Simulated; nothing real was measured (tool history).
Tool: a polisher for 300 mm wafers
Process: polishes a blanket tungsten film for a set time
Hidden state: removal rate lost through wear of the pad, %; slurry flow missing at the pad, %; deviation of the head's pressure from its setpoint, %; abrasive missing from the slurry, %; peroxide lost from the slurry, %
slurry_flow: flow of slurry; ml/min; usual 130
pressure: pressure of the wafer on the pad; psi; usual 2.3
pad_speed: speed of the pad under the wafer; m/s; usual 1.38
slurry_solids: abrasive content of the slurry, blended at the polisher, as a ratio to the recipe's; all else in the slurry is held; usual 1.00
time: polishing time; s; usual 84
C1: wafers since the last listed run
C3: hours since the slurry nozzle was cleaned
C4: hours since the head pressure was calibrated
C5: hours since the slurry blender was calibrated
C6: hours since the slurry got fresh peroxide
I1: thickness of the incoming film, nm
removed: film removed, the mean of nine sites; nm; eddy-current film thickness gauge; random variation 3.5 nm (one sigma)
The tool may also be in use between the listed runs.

run 1 hour=0.0 | slurry_flow=130 pressure=2.3 pad_speed=1.38 slurry_solids=1.00 time=84 | C1=0 wafers_polished_on_this_pad=5 C3=501.3 C4=265.0 C5=222.8 C6=37.7 | I1=983.2 | removed=312.4
run 2 hour=13.9 | slurry_flow=115 pressure=2.0 pad_speed=1.38 slurry_solids=1.00 time=84 | C1=139 wafers_polished_on_this_pad=144 C3=515.2 C4=278.9 C5=236.7 C6=51.6 | I1=965.7 | removed=267.2
run 3 hour=29.4 | slurry_flow=115 pressure=2.0 pad_speed=1.38 slurry_solids=1.00 time=84 | C1=155 wafers_polished_on_this_pad=299 C3=530.7 C4=294.4 C5=252.2 C6=67.1 | I1=958.0 | removed=266.7
run 4 hour=45.2 | slurry_flow=130 pressure=2.3 pad_speed=1.38 slurry_solids=1.00 time=84 | C1=158 wafers_polished_on_this_pad=458 C3=546.5 C4=310.2 C5=268.0 C6=82.9 | I1=976.3 | removed=312.9
run 5 hour=52.7 | slurry_flow=130 pressure=2.3 pad_speed=1.16 slurry_solids=1.00 time=84 | C1=75 wafers_polished_on_this_pad=533 C3=554.0 C4=317.7 C5=275.5 C6=90.4 | I1=984.2 | removed=273.1
run 6 hour=69.5 | slurry_flow=115 pressure=2.3 pad_speed=1.38 slurry_solids=1.25 time=84 | C1=168 wafers_polished_on_this_pad=701 C3=570.8 C4=334.5 C5=292.3 C6=107.2 | I1=982.7 | removed=321.6
-- hour=77.0 head pressure recalibrated
run 7 hour=78.6 | slurry_flow=130 pressure=2.3 pad_speed=1.38 slurry_solids=1.00 time=102 | C1=71 wafers_polished_on_this_pad=772 C3=579.9 C4=1.6 C5=301.4 C6=116.3 | I1=954.7 | removed=398.2
run 8 hour=87.0 | slurry_flow=130 pressure=2.7 pad_speed=1.38 slurry_solids=0.75 time=84 | C1=84 wafers_polished_on_this_pad=856 C3=588.3 C4=10.0 C5=309.8 C6=124.7 | I1=965.7 | removed=363.1
run 9 hour=95.9 | slurry_flow=130 pressure=3.0 pad_speed=1.08 slurry_solids=1.20 time=73 | C1=89 wafers_polished_on_this_pad=945 C3=597.2 C4=18.9 C5=318.7 C6=133.6 | I1=972.8 | removed=313.1
-- hour=101.7 slurry tank refilled with fresh slurry and peroxide
run 10 hour=109.2 | slurry_flow=130 pressure=2.3 pad_speed=1.38 slurry_solids=1.00 time=84 | C1=123 wafers_polished_on_this_pad=1068 C3=610.5 C4=32.2 C5=332.0 C6=7.5 | I1=976.7 | removed=334.6
run 11 hour=123.4 | slurry_flow=95 pressure=2.3 pad_speed=1.38 slurry_solids=0.90 time=84 | C1=142 wafers_polished_on_this_pad=1210 C3=624.7 C4=46.4 C5=346.2 C6=21.7 | I1=970.3 | removed=294.1
-- hour=142.6 worn pad replaced by a new one
run 12 hour=143.1 | slurry_flow=130 pressure=2.3 pad_speed=1.38 slurry_solids=1.00 time=92 | C1=157 wafers_polished_on_this_pad=4 C3=644.4 C4=66.1 C5=365.9 C6=41.4 | I1=965.9 | removed=357.4
-- hour=155.8 slurry blender recalibrated
run 13 hour=156.3 | slurry_flow=130 pressure=2.3 pad_speed=1.38 slurry_solids=1.00 time=84 | C1=112 wafers_polished_on_this_pad=116 C3=657.6 C4=79.3 C5=0.5 C6=54.6 | I1=965.6 | removed=326.4
run 14 hour=193.9 | slurry_flow=130 pressure=2.3 pad_speed=1.38 slurry_solids=1.00 time=84 | C1=376 wafers_polished_on_this_pad=493 C3=695.2 C4=116.9 C5=38.1 C6=92.2 | I1=988.5 | removed=324.1
run 15 hour=209.5 | slurry_flow=130 pressure=2.3 pad_speed=1.38 slurry_solids=1.00 time=84 | C1=156 wafers_polished_on_this_pad=649 C3=710.8 C4=132.5 C5=53.7 C6=107.8 | I1=968.0 | removed=330.0
run 16 hour=219.5 | slurry_flow=130 pressure=2.3 pad_speed=1.38 slurry_solids=1.00 time=84 | C1=100 wafers_polished_on_this_pad=749 C3=720.8 C4=142.5 C5=63.7 C6=117.8 | I1=986.6 | removed=322.9
run 17 hour=226.8 | slurry_flow=130 pressure=2.3 pad_speed=1.38 slurry_solids=1.00 time=84 | C1=73 wafers_polished_on_this_pad=822 C3=728.1 C4=149.8 C5=71.0 C6=125.1 | I1=950.3 | removed=315.0
-- hour=232.1 slurry tank refilled with fresh slurry and peroxide
-- hour=238.5 slurry nozzle cleaned
run 18 hour=271.9 | slurry_flow=130 pressure=2.3 pad_speed=1.38 slurry_solids=1.00 time=84 | C1=431 wafers_polished_on_this_pad=1253 C3=33.4 C4=194.9 C5=116.1 C6=39.8 | I1=984.4 | removed=313.8

Run 19 comes next. What will it give?
-- hour=285.3 worn pad replaced by a new one
run 19 hour=288.5 | slurry_flow=130 pressure=1.9 pad_speed=1.38 slurry_solids=1.00 time=84 | C1=126 wafers_polished_on_this_pad=32 C3=50.0 C4=211.5 C5=132.7 C6=56.4 | I1=975.1 | removed=?

removed: 261.2 nm
Without the tool's hidden state the same run would have given removed 268.0 nm.
